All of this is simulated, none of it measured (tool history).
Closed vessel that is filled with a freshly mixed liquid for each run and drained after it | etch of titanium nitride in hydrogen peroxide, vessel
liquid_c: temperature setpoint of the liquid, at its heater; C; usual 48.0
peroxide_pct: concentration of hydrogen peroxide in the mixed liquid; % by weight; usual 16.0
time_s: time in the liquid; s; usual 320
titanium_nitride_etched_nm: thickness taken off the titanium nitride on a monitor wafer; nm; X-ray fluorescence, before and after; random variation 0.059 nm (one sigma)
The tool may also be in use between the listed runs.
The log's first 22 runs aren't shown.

run	hour	liquid_c	peroxide_pct	time_s	wafers since the last listed run	hours since the thermometer was replaced	hours since the peroxide flow meter was replaced	hours since the drum of peroxide was connected	hours since the gauge calibration	read-back film thickness of the titanium nitride reference wafer, read on the same gauge (nm)	titanium_nitride_etched_nm
23	614.2	50.5	16.0	220	2689	113.2	596.4	93.9	470.6	119.98	6.70
24	650.0	54.5	13.0	320	4241	149.0	632.2	129.7	506.4	120.03	12.51
25	680.0	48.0	16.0	320	3554	179.0	662.2	159.7	536.4	119.99	8.27
26	699.6	58.0	18.5	320	2322	198.6	681.8	179.3	556.0	120.00	17.15
27	715.2	56.5	19.0	320	1848	214.2	697.4	194.9	571.6	120.00	15.59
28	731.4	48.0	16.0	320	1919	230.4	713.6	211.1	587.8	120.00	8.21
29	757.9	56.5	12.5	320	3139	256.9	740.1	237.6	614.3	120.02	14.30
30	786.2	48.0	13.0	320	3353	285.2	768.4	265.9	642.6	119.99	7.96

3 ways to go on from here, each from the tool as it stands after run 30. What would each give?
A	786.9	48.0	19.0	320	82	285.9	769.1	266.6	643.3	?	?
B	786.9	48.0	12.0	320	82	285.9	769.1	266.6	643.3	?	?
C	786.9	42.5	19.0	320	82	285.9	769.1	266.6	643.3	?	?

run	read-back film thickness of the titanium nitride reference wafer, read on the same gauge (nm)	titanium_nitride_etched_nm
A	120.02	8.54
B	120.02	7.75
C	120.02	5.67
Without the tool's hidden state the same runs would have given:
run	titanium_nitride_etched_nm
A	8.42
B	7.65
C	5.60
